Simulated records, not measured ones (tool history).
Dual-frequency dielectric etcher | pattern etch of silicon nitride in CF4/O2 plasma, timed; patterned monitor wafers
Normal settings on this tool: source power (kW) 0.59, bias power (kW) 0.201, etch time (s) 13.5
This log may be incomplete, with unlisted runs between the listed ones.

run,hour,source power (kW),bias power (kW),etch time (s),"read-back reference wafer on the same gauge, depth_nm",mean etch depth across the wafer (Å)
1,0,0.59,0.201,11,25.23,244.9
2,28.5,0.59,0.201,11,25.2,257.4
3,60.5,0.48,0.201,13.5,25.13,285.4
4,83.5,0.48,0.201,13.5,25.25,285.8
5,106.6,0.59,0.18,13.5,25.19,292.9
6,136.6,0.59,0.18,13.5,25.15,292.8
7,159.9,0.59,0.18,13.5,25.2,293.2
8,175.3,0.73,0.201,13.5,25.17,339.7
9,206.8,0.73,0.247,10,25.17,279.7
10,223.6,0.46,0.244,15,25.24,341.2
11,240.9,0.52,0.174,11,25.25,220.6
12,275.3,0.72,0.157,13.5,25.29,296.6
13,280.9,0.59,0.201,13.5,25.18,309.9
14,293.8,0.59,0.201,13.5,25.19,309.5
15,313.8,0.59,0.201,13.5,25.22,309.6
16,334.9,0.59,0.201,13.5,25.19,305.5
17,368.9,0.54,0.161,15,25.2,292.2
18,400.5,0.59,0.218,15.5,25.18,362.3
19,414.8,0.59,0.201,13.5,25.15,304.5
20,438.3,0.5,0.245,11,25.26,252.4
21,463.6,0.59,0.243,13.5,25.21,332.2
22,485.5,0.59,0.163,12,25.14,240
23,503.3,0.51,0.239,10,25.2,230.2
24,521.5,0.59,0.201,13.5,25.23,301.3
25,549.5,0.7,0.243,15.5,25.12,412.7
26,578.4,0.54,0.201,12.5,25.18,281.6
27,614.2,0.59,0.201,13.5,25.12,311.6
28,648,0.59,0.201,13.5,25.24,309.8
29,669.1,0.59,0.201,16,25.25,373.1
30,690.3,0.53,0.243,13.5,25.21,328.1

Withheld: 6 entries from between the runs. Position of each, and hidden state at the listed run before versus the listed run after:
Between runs 1 and 2: wet clean of the chamber (hour 28)
  etch rate over this chamber's usual, %: -3.79 -> 0.0812
  measured value less the no-hidden-state value, mean etch depth across the wafer (Å): -9.6 -> +0.2
Between runs 5 and 6: source power generator calibrated (hour 132.8)
  etch rate over this chamber's usual, %: -0.55 -> -0.792
  measured value less the no-hidden-state value, mean etch depth across the wafer (Å): -1.6 -> -2.3
Between runs 11 and 12: upper electrode replaced (hour 274.8)
  etch rate over this chamber's usual, %: -1.64 -> -1.91
  measured value less the no-hidden-state value, mean etch depth across the wafer (Å): -3.7 -> -5.8
Between runs 16 and 17: gauge calibrated (hour 350.5)
  etch rate over this chamber's usual, %: -2.4 -> -2.67
  measured value less the no-hidden-state value, mean etch depth across the wafer (Å): -7.5 -> -8.1
Between runs 17 and 18: bias power generator calibrated (hour 375.7)
  etch rate over this chamber's usual, %: -2.67 -> -2.93
  measured value less the no-hidden-state value, mean etch depth across the wafer (Å): -8.1 -> -10.9
Between runs 25 and 26: wet clean of the chamber (hour 577.1)
  etch rate over this chamber's usual, %: -4.13 -> -0.123
  measured value less the no-hidden-state value, mean etch depth across the wafer (Å): -17.8 -> -0.4
